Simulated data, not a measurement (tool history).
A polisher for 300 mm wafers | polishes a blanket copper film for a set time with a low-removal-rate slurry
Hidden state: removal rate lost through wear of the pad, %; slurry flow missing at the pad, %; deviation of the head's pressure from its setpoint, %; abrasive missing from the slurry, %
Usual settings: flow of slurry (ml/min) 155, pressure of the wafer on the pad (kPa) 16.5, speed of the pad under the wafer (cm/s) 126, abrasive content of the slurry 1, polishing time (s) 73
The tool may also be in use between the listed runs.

| run | hour | flow of slurry (ml/min) | pressure of the wafer on the pad (kPa) | speed of the pad under the wafer (cm/s) | abrasive content of the slurry | polishing time (s) | wafers since the last listed run | wafers polished on this pad | hours since the slurry nozzle was cleaned | hours since the head pressure was calibrated | hours since the slurry blender was calibrated | incoming thickness of the incoming film, nm | film removed (nm) |
|---|---|---|---|---|---|---|---|---|---|---|---|---|---|
| 1 | 0 | 155 | 16.5 | 126 | 1 | 82 | 0 | 1276 | 423.3 | 127.7 | 263.7 | 1344.6 | 223.8 |
| 2 | 105.4 | 155 | 16.5 | 126 | 1 | 82 | 901 | 2177 | 528.7 | 233.1 | 369.1 | 1362.9 | 206.1 |
| 3 | 150.9 | 155 | 16.5 | 126 | 1 | 73 | 389 | 2566 | 574.2 | 278.6 | 414.6 | 1353.2 | 184.4 |
|  | 175.4 | slurry nozzle cleaned |
| 4 | 208.5 | 155 | 16.5 | 126 | 1 | 73 | 484 | 3050 | 33.1 | 336.2 | 472.2 | 1353.6 | 181.4 |
| 5 | 274.2 | 155 | 16.5 | 126 | 1 | 73 | 561 | 3612 | 98.8 | 401.9 | 537.9 | 1363.1 | 173.2 |
|  | 296.7 | slurry blender recalibrated |
| 6 | 376.2 | 155 | 16.5 | 126 | 1 | 73 | 855 | 4467 | 200.8 | 503.9 | 79.5 | 1373.7 | 163 |
|  | 439.5 | worn pad replaced by a new one |
| 7 | 467.5 | 155 | 16.5 | 126 | 1 | 73 | 746 | 239 | 292.1 | 595.2 | 170.8 | 1360 | 185 |
|  | 508.9 | head pressure recalibrated |
| 8 | 549.1 | 155 | 16.5 | 126 | 1 | 73 | 680 | 919 | 373.7 | 40.2 | 252.4 | 1370.5 | 193.8 |
| 9 | 602.9 | 155 | 17.9 | 126 | 1 | 73 | 460 | 1379 | 427.5 | 94 | 306.2 | 1340.3 | 205.1 |
| 10 | 660.3 | 155 | 17.9 | 126 | 1 | 73 | 490 | 1870 | 484.9 | 151.4 | 363.6 | 1387.8 | 190.8 |
| 11 | 756.3 | 155 | 16.5 | 126 | 0.75 | 64 | 820 | 2691 | 580.9 | 247.4 | 459.6 | 1335.5 | 152.4 |
|  | 764.8 | slurry nozzle cleaned |
|  | 784.7 | slurry blender recalibrated |
| 12 | 802.6 | 155 | 14.5 | 126 | 1 | 73 | 370 | 3061 | 37.8 | 293.7 | 17.9 | 1376.1 | 164 |
| 13 | 855.6 | 155 | 16.5 | 164 | 1.25 | 62 | 453 | 3515 | 90.8 | 346.7 | 70.9 | 1353.5 | 193.8 |
| 14 | 912.3 | 135 | 20.7 | 126 | 1 | 60 | 484 | 3999 | 147.5 | 403.4 | 127.6 | 1369.4 | 156 |
|  | 984.4 | worn pad replaced by a new one |
| 15 | 984.9 | 135 | 18.6 | 126 | 1 | 82 | 586 | 4 | 220.1 | 476 | 200.2 | 1360.4 | 219.7 |
| 16 | 1052.5 | 155 | 17.9 | 126 | 1 | 89 | 578 | 582 | 287.7 | 543.6 | 267.8 | 1359.4 | 233.2 |
|  | 1120.9 | head pressure recalibrated |
| 17 | 1135.6 | 155 | 16.5 | 126 | 1 | 73 | 693 | 1275 | 370.8 | 14.7 | 350.9 | 1340 | 195.5 |
| 18 | 1221.3 | 155 | 16.5 | 126 | 1 | 73 | 732 | 2008 | 456.5 | 100.4 | 436.6 | 1379.3 | 187.9 |
| 19 | 1263.3 | 110 | 20 | 88 | 1 | 59 | 359 | 2367 | 498.5 | 142.4 | 478.6 | 1380.7 | 107.2 |
| 20 | 1336.5 | 155 | 16.5 | 126 | 1 | 73 | 625 | 2993 | 571.7 | 215.6 | 551.8 | 1362.7 | 182.3 |
|  | 1339.1 | slurry nozzle cleaned |
| 21 | 1393.4 | 155 | 13.1 | 126 | 1.3 | 83 | 478 | 3471 | 54.3 | 272.5 | 608.7 | 1382.5 | 184.7 |
|  | 1403.4 | slurry blender recalibrated |
|  | 1456.2 | worn pad replaced by a new one |
| 22 | 1500.2 | 155 | 16.5 | 126 | 1 | 73 | 861 | 376 | 161.1 | 379.3 | 96.8 | 1338.2 | 183.7 |
| 23 | 1593.9 | 125 | 16.5 | 126 | 1 | 73 | 801 | 1177 | 254.8 | 473 | 190.5 | 1352.9 | 172.5 |
| 24 | 1691.5 | 125 | 16.5 | 126 | 1 | 73 | 834 | 2012 | 352.4 | 570.6 | 288.1 | 1362.8 | 174.8 |
|  | 1781.4 | head pressure recalibrated |
| 25 | 1798.8 | 155 | 16.5 | 150 | 1.15 | 73 | 900 | 2912 | 459.7 | 17.4 | 395.4 | 1335.4 | 230 |
| 26 | 1879.9 | 180 | 16.5 | 88 | 1 | 98 | 693 | 3606 | 540.8 | 98.5 | 476.5 | 1367.6 | 174.7 |
|  | 1885.7 | slurry blender recalibrated |
| 27 | 1937.2 | 155 | 11 | 142 | 0.7 | 80 | 472 | 4078 | 598.1 | 155.8 | 51.5 | 1371.6 | 160 |
|  | 1944 | slurry nozzle cleaned |
| 28 | 1975.1 | 155 | 20.7 | 126 | 1 | 73 | 315 | 4394 | 31.1 | 193.7 | 89.4 | 1371.4 | 194.5 |
| 29 | 2030.4 | 155 | 20.7 | 108 | 1 | 73 | 472 | 4867 | 86.4 | 249 | 144.7 | 1358.2 | 164.1 |

Forecast each of these 5 alternatives for the next run:
| A | 2030.8 | 155 | 16.5 | 126 | 0.85 | 73 | 3 | 4870 | 86.8 | 249.4 | 145.1 | 1370 | ? |
| B | 2030.8 | 135 | 16.5 | 126 | 1 | 93 | 3 | 4870 | 86.8 | 249.4 | 145.1 | 1370 | ? |
| C | 2030.8 | 155 | 16.5 | 126 | 1.25 | 61 | 3 | 4870 | 86.8 | 249.4 | 145.1 | 1370 | ? |
| D | 2030.8 | 170 | 16.5 | 146 | 1 | 73 | 3 | 4870 | 86.8 | 249.4 | 145.1 | 1370 | ? |
| E | 2030.8 | 120 | 16.5 | 126 | 1 | 62 | 3 | 4870 | 86.8 | 249.4 | 145.1 | 1370 | ? |

| run | film removed (nm) |
|---|---|
| A | 160.7 |
| B | 204.5 |
| C | 142.9 |
| D | 194 |
| E | 132.9 |
Without the tool's hidden state the same runs would have given:
| run | film removed (nm) |
|---|---|
| A | 196.1 |
| B | 249.5 |
| C | 174.4 |
| D | 236.7 |
| E | 162.1 |
